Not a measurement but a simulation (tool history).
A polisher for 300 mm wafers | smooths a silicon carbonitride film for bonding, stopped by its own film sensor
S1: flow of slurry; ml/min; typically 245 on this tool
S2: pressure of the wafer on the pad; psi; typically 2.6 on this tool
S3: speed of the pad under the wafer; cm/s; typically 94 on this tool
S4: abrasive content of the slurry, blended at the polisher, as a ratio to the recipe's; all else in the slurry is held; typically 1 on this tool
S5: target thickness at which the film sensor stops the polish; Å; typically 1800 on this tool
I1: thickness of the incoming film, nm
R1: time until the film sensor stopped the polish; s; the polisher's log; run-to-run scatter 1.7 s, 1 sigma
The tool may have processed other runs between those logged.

Run 1, hour 0: usual settings but S2 2.3 psi; I1 211. Result: R1 153.7 s.
Run 2, hour 13.5: usual settings but S2 2.3 psi; I1 209.7. Result: R1 148.8 s.
Run 3, hour 31.5: usual settings but S3 84 cm/s; I1 213.3. Result: R1 161.2 s.
Run 4, hour 42.6: usual settings; I1 208. Result: R1 129 s.
At hour 50.7: worn pad replaced by a new one.
Run 5, hour 55.8: usual settings but S1 275 ml/min, S3 82 cm/s; I1 207.3. Result: R1 121.3 s.
Run 6, hour 69.8: usual settings but S1 275 ml/min, S3 82 cm/s; I1 207.5. Result: R1 137 s.
At hour 77.7: head pressure recalibrated.
Run 7, hour 83.9: usual settings; I1 210. Result: R1 138.6 s.
At hour 88.2: slurry blender recalibrated.
Run 8, hour 91.9: usual settings; I1 209.1. Result: R1 96.9 s.
Run 9, hour 105.2: usual settings but S4 0.95; I1 209.2. Result: R1 101.2 s.
Run 10, hour 122.5: usual settings but S4 0.95; I1 208.6. Result: R1 103.1 s.
At hour 137.6: worn pad replaced by a new one.
Run 11, hour 138.1: usual settings but S2 2.2 psi, S3 64 cm/s, S4 1.3; I1 211.9. Result: R1 147.5 s.
Run 12, hour 150: usual settings; I1 209.2. Result: R1 102 s.
Run 13, hour 156.7: usual settings; I1 208.7. Result: R1 101.5 s.
Run 14, hour 169.5: usual settings but S5 1830 Å; I1 210.7. Result: R1 97.1 s.
Run 15, hour 176.6: usual settings but S1 325 ml/min; I1 213.2. Result: R1 118.6 s.
At hour 183.3: slurry nozzle cleaned.
Run 16, hour 186.2: usual settings but S1 170 ml/min, S4 1.2; I1 210.5. Result: R1 110.8 s.
Run 17, hour 199.6: usual settings; I1 210.1. Result: R1 116 s.
Run 18, hour 206.6: usual settings; I1 210.7. Result: R1 117.3 s.
At hour 218.9: worn pad replaced by a new one.
Run 19, hour 219.4: usual settings but S1 305 ml/min, S2 2.9 psi; I1 208.3. Result: R1 91.9 s.
Run 20, hour 224.8: usual settings but S2 3.5 psi, S4 1.15; I1 212.7. Result: R1 84 s.
Run 21, hour 240.9: usual settings but S3 72 cm/s, S5 1760 Å; I1 210.4. Result: R1 164.8 s.

Estimate the outcome of run 22 from the log above:
Run 22, hour 254: usual settings but S5 1850 Å; I1 209.2. Result: R1 ?.

Run 22 gave R1 98.9 s.
If the tool had no hidden condition, the same run with the same run-to-run variation would have returned R1 75.5 s.
